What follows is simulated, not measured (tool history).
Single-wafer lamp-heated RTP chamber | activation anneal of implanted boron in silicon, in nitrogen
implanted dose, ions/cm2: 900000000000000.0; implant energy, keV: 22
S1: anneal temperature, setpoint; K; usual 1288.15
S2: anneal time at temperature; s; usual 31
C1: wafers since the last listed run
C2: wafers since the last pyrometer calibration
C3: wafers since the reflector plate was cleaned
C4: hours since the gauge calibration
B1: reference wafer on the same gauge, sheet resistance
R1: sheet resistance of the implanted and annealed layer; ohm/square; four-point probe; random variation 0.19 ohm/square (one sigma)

{"run": 1, "hour": 0.0, "S1": 1279.15, "S2": 40, "C1": 0, "C2": 2735, "C3": 6081, "C4": 97, "B1": 111.12, "R1": 114.44}
{"hour": 1.8, "done": "pyrometer window cleaned and pyrometer calibrated"}
{"run": 2, "hour": 16.8, "S1": 1279.15, "S2": 40, "C1": 252, "C2": 252, "C3": 6333, "C4": 113.8, "B1": 111, "R1": 114.58}
{"run": 3, "hour": 42.1, "S1": 1288.15, "S2": 31, "C1": 426, "C2": 678, "C3": 6760, "C4": 139.1, "B1": 110.97, "R1": 113.77}
{"run": 4, "hour": 62.3, "S1": 1288.15, "S2": 31, "C1": 340, "C2": 1019, "C3": 7101, "C4": 159.3, "B1": 111, "R1": 113.63}
{"run": 5, "hour": 91.5, "S1": 1288.15, "S2": 31, "C1": 492, "C2": 1512, "C3": 7593, "C4": 188.5, "B1": 111.05, "R1": 113.54}
{"run": 6, "hour": 126.6, "S1": 1288.15, "S2": 31, "C1": 592, "C2": 2104, "C3": 8185, "C4": 223.6, "B1": 110.88, "R1": 113.79}
{"run": 7, "hour": 161.9, "S1": 1288.15, "S2": 31, "C1": 595, "C2": 2699, "C3": 8781, "C4": 258.9, "B1": 110.98, "R1": 113.79}
{"hour": 190.7, "done": "pyrometer window cleaned and pyrometer calibrated"}
{"run": 8, "hour": 191.2, "S1": 1288.15, "S2": 31, "C1": 359, "C2": 8, "C3": 9140, "C4": 288.2, "B1": 111.03, "R1": 113.31}
{"run": 9, "hour": 206.7, "S1": 1288.15, "S2": 31, "C1": 261, "C2": 270, "C3": 9402, "C4": 303.7, "B1": 110.96, "R1": 113.31}
{"run": 10, "hour": 284.7, "S1": 1288.15, "S2": 31, "C1": 1315, "C2": 1585, "C3": 10717, "C4": 381.7, "B1": 110.99, "R1": 113.45}
{"run": 11, "hour": 314.0, "S1": 1268.15, "S2": 31, "C1": 494, "C2": 2080, "C3": 11212, "C4": 411, "B1": 110.97, "R1": 116.28}
{"hour": 343.3, "done": "pyrometer window cleaned and pyrometer calibrated"}
{"run": 12, "hour": 348.7, "S1": 1307.15, "S2": 42, "C1": 450, "C2": 90, "C3": 11662, "C4": 445.7, "B1": 110.91, "R1": 112.14}
{"run": 13, "hour": 380.7, "S1": 1288.15, "S2": 31, "C1": 539, "C2": 630, "C3": 12202, "C4": 477.7, "B1": 110.95, "R1": 113.3}
{"run": 14, "hour": 402.4, "S1": 1288.15, "S2": 31, "C1": 366, "C2": 996, "C3": 12568, "C4": 499.4, "B1": 111.01, "R1": 113.54}
{"hour": 423.0, "done": "gauge calibrated"}
{"run": 15, "hour": 428.4, "S1": 1288.15, "S2": 31, "C1": 438, "C2": 1435, "C3": 13006, "C4": 5.4, "B1": 111.05, "R1": 113.55}
{"run": 16, "hour": 446.6, "S1": 1288.15, "S2": 31, "C1": 307, "C2": 1742, "C3": 13313, "C4": 23.6, "B1": 110.97, "R1": 113.64}
{"run": 17, "hour": 503.8, "S1": 1288.15, "S2": 31, "C1": 964, "C2": 2707, "C3": 14278, "C4": 80.8, "B1": 111.04, "R1": 113.67}
{"hour": 528.4, "done": "pyrometer window cleaned and pyrometer calibrated"}
{"run": 18, "hour": 537.3, "S1": 1280.15, "S2": 40, "C1": 430, "C2": 149, "C3": 14709, "C4": 114.3, "B1": 110.95, "R1": 113.83}
{"hour": 562.1, "done": "reflector plate cleaned"}
{"run": 19, "hour": 571.0, "S1": 1273.15, "S2": 22, "C1": 433, "C2": 583, "C3": 150, "C4": 148, "B1": 110.97, "R1": 117.02}
{"run": 20, "hour": 592.7, "S1": 1263.15, "S2": 37, "C1": 366, "C2": 949, "C3": 516, "C4": 169.7, "B1": 110.95, "R1": 118.2}
{"run": 21, "hour": 610.3, "S1": 1261.15, "S2": 43, "C1": 296, "C2": 1246, "C3": 813, "C4": 187.3, "B1": 110.99, "R1": 118.08}
{"run": 22, "hour": 682.2, "S1": 1313.15, "S2": 18, "C1": 1212, "C2": 2459, "C3": 2026, "C4": 259.2, "B1": 111.01, "R1": 112.46}
{"hour": 696.5, "done": "pyrometer window cleaned and pyrometer calibrated"}
{"run": 23, "hour": 699.6, "S1": 1288.15, "S2": 41, "C1": 158, "C2": 52, "C3": 2184, "C4": 276.6, "B1": 110.96, "R1": 113.84}
{"run": 24, "hour": 714.7, "S1": 1259.15, "S2": 48, "C1": 254, "C2": 307, "C3": 2439, "C4": 291.7, "B1": 110.96, "R1": 118.28}
{"run": 25, "hour": 734.3, "S1": 1310.15, "S2": 20, "C1": 330, "C2": 638, "C3": 2770, "C4": 311.3, "B1": 110.96, "R1": 113.07}
{"run": 26, "hour": 755.9, "S1": 1271.15, "S2": 47, "C1": 364, "C2": 1002, "C3": 3134, "C4": 332.9, "B1": 110.93, "R1": 115.79}
{"run": 27, "hour": 787.5, "S1": 1316.15, "S2": 39, "C1": 533, "C2": 1535, "C3": 3667, "C4": 364.5, "B1": 110.99, "R1": 111.96}
{"run": 28, "hour": 841.0, "S1": 1304.15, "S2": 26, "C1": 902, "C2": 2437, "C3": 4570, "C4": 418, "B1": 110.93, "R1": 112.8}
{"run": 29, "hour": 855.9, "S1": 1261.15, "S2": 20, "C1": 251, "C2": 2689, "C3": 4821, "C4": 432.9, "B1": 110.94, "R1": 120.35}

The next listed run, before its measurement:
{"hour": 869.5, "done": "pyrometer window cleaned and pyrometer calibrated"}
{"run": 30, "hour": 870.1, "S1": 1288.15, "S2": 31, "C1": 104, "C2": 10, "C3": 4925, "C4": 447.1, "B1": "?", "R1": "?"}

B1: 111.11
R1: 113.88 ohm/square
Without the tool's hidden state the same run would have given R1 114.23 ohm/square.
